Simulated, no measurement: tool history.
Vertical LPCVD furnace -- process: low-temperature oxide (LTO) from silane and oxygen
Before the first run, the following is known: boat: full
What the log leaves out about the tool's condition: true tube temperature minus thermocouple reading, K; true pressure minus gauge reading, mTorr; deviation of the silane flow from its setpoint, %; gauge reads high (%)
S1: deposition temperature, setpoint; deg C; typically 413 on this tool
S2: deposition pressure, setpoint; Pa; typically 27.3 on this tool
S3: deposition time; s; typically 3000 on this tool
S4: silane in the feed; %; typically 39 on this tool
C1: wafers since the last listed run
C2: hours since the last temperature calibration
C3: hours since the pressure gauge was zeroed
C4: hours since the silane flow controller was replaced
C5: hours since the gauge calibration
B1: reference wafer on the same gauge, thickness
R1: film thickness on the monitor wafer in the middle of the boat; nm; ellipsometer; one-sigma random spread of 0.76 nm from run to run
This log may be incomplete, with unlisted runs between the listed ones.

run   hour   S1    S2    S3  S4   C1      C2      C3      C4     C5      B1      R1
  1      0  413  27.3  3000  41    0  5128.9  3701.5  2830.7  195.6  441.37  534.14
  2   15.9  413  27.3  3000  39  353  5144.8  3717.4  2846.6  211.5  441.29  502.94
  3   27.8  413  27.3  3000  39  264  5156.7  3729.3  2858.5  223.4  441.07  502.09
  4   41.4  413  27.3  3000  39  302  5170.3  3742.9  2872.1    237  440.39   502.3
  5   50.2  413  27.3  3000  39  195  5179.1  3751.7  2880.9  245.8  440.23  501.68
  6   63.1  410  27.3  3000  39  286    5192  3764.6  2893.8  258.7  439.88  486.49
  7   80.7  410  27.3  3000  39  391  5209.6  3782.2  2911.4  276.3  439.81  486.16
  8   94.3  410  27.3  3000  39  302  5223.2  3795.8    2925  289.9  439.73  486.06
  9    111  413  27.3  3000  39  371  5239.9  3812.5  2941.7  306.6  439.38  501.99
 10  117.6  413  27.3  3000  39  146  5246.5  3819.1  2948.3  313.2  439.34  502.21
     143.8  -- silane flow controller replaced
     147.8  -- gauge calibrated
     163.2  -- thermocouples replaced and temperature profile calibrated
 11  163.7  413  27.3  3000  39   61     0.5  3865.2    19.9   15.9  443.46  504.75
 12  167.3  418  27.3  3000  39   79     4.1  3868.8    23.5   19.5  443.09  533.52
 13  170.9  418  27.3  3000  39   79     7.7  3872.4    27.1   23.1  443.63  532.72
 14  180.9  418  27.3  3000  39  222    17.7  3882.4    37.1   33.1  443.15  533.18
 15  195.6  413  27.3  3000  39  326    32.4  3897.1    51.8   47.8  442.93  504.17
 16  203.4  420  27.3  2340  33  173    40.2  3904.9    59.6   55.6  442.44  343.96
 17  211.5  402  27.3  3000  39  179    48.3    3913    67.7   63.7  442.73  447.24
     243.9  -- pressure gauge zeroed
 18  244.4  402  20.7  3660  39  197    81.2     0.5   100.6   96.6  441.85  412.03
 19  248.1  406  29.3  3000  32   82    84.9     4.2   104.3  100.3  442.09  386.94
 20  251.7  413  27.3  3000  39   79    88.5     7.8   107.9  103.9  442.25   503.5
 21  255.3  413  27.3  4170  39   79    92.1    11.4   111.5  107.5  441.63   699.1
 22  269.5  413  27.3  3000  39  315   106.3    25.6   125.7  121.7  441.54  503.46
 23  296.8  413  27.3  3000  39  606   133.6    52.9     153    149  441.22  501.96
 24  307.6  418  27.3  3000  39  239   144.4    63.7   163.8  159.8  440.88   529.5
 25  321.8  413  27.3  3000  39  315   158.6    77.9     178    174  440.57  502.41
 26  328.6  413  27.3  3000  36  151   165.4    84.7   184.8  180.8  440.76  455.59
 27    339  409  27.3  3000  39  231   175.8    95.1   195.2  191.2  440.56  481.94
 28  346.8  413  27.3  3300  39  173   183.6   102.9     203    199   440.1  550.52

4 ways to go on from here, each from the tool as it stands after run 28. What would each give?
  A  350.5  413  27.3  3000  39  82  187.3  106.6  206.7  202.7   ?   ?
  B  350.5  418  24.7  3000  43  82  187.3  106.6  206.7  202.7   ?   ?
  C  350.5  413  31.3  3000  46  82  187.3  106.6  206.7  202.7   ?   ?
  D  350.5  413  22.7  3330  39  82  187.3  106.6  206.7  202.7   ?   ?

run      B1      R1
  A  440.15  501.25
  B  440.15  530.57
  C  440.15  685.03
  D  440.15  461.39
What these runs would have given with no unlogged condition in the tool:
run      R1
  A  505.54
  B  535.11
  C  690.89
  D  465.34

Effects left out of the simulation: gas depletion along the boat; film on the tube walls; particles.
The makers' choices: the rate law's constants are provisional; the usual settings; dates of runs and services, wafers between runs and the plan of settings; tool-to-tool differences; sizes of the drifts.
